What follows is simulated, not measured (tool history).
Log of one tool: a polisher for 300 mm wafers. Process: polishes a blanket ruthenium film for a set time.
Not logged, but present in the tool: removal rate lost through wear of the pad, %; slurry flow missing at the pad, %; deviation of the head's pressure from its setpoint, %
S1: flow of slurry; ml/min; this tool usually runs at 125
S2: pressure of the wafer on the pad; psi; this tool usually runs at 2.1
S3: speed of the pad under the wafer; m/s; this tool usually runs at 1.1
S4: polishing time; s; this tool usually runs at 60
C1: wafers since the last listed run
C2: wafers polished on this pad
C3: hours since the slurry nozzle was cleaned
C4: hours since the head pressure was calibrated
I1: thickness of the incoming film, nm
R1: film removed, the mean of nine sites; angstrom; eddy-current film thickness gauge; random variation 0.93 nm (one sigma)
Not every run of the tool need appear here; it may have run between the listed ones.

run,hour,S1,S2,S3,S4,C1,C2,C3,C4,I1,R1
1,0,95,2.1,1.1,60,0,1571,800.7,1039.7,526.7,654
# hour 52.2: slurry nozzle cleaned
# hour 58: head pressure recalibrated
2,83.4,95,2.1,1.1,60,782,2354,31.2,25.4,534,616
3,184.5,125,2.1,1.1,60,983,3338,132.3,126.5,531.9,665
# hour 215.3: worn pad replaced by a new one
4,265.2,125,2.1,1.1,60,746,485,213,207.2,534.9,688
5,309,125,2.1,1.1,60,426,911,256.8,251,529.9,672
6,400.6,125,2.1,1.1,60,891,1803,348.4,342.6,534.3,682
7,610.9,125,2.1,1.1,60,2046,3849,558.7,552.9,530,691
# hour 631.9: worn pad replaced by a new one, of another model than before
8,786.4,125,1.7,1.1,60,1668,1503,734.2,728.4,528.1,569
9,856.3,125,1.7,1.1,60,680,2183,804.1,798.3,527.3,594
# hour 911.2: slurry nozzle cleaned
10,933.6,100,2.1,1.1,60,742,2926,22.4,875.6,529,648
# hour 984.5: worn pad replaced by a new one
11,1023.8,100,2.1,1.1,60,838,381,112.6,965.8,528.9,671
12,1085.3,170,2.1,1.3,60,598,980,174.1,1027.3,535.4,793
# hour 1129.4: head pressure recalibrated
13,1176.2,125,2.4,1.1,60,865,1845,265,46.8,538.7,719
14,1246.9,90,1.4,0.9,80,688,2533,335.7,117.5,531,580
# hour 1329.6: worn pad replaced by a new one
15,1344.8,125,2.1,1.1,60,913,148,433.6,215.4,530,680
16,1412.5,125,1.6,1.1,47,658,807,501.3,283.1,532.8,455
17,1499.2,125,2.1,1.1,60,843,1650,588,369.8,533.4,682
18,1547.1,95,2.1,1.1,60,466,2116,635.9,417.7,533.2,640
# hour 1627: slurry nozzle cleaned
19,1650.8,165,1.7,1.1,70,999,3116,23.8,521.4,532.4,727
# hour 1724.9: worn pad replaced by a new one
20,1880.2,125,2.8,0.9,80,2193,1511,253.2,750.8,525.5,1051
21,1966.2,125,1.5,1.44,55,836,2348,339.2,836.8,530.1,591
# hour 1971.2: head pressure recalibrated
22,2026.6,100,1.4,1.26,44,568,2916,399.6,55.4,536.6,383

Here are 3 independent what-if runs from the current tool condition. What would each one return?
A,2027,125,2.1,1.1,60,3,2920,400,55.8,533.5,?
B,2027,125,2.6,1.1,53,3,2920,400,55.8,533.5,?
C,2027,125,2.1,0.86,60,3,2920,400,55.8,533.5,?

run,R1
A,678
B,701
C,601
What these runs would have given with no unlogged condition in the tool:
run,R1
A,671
B,693
C,594

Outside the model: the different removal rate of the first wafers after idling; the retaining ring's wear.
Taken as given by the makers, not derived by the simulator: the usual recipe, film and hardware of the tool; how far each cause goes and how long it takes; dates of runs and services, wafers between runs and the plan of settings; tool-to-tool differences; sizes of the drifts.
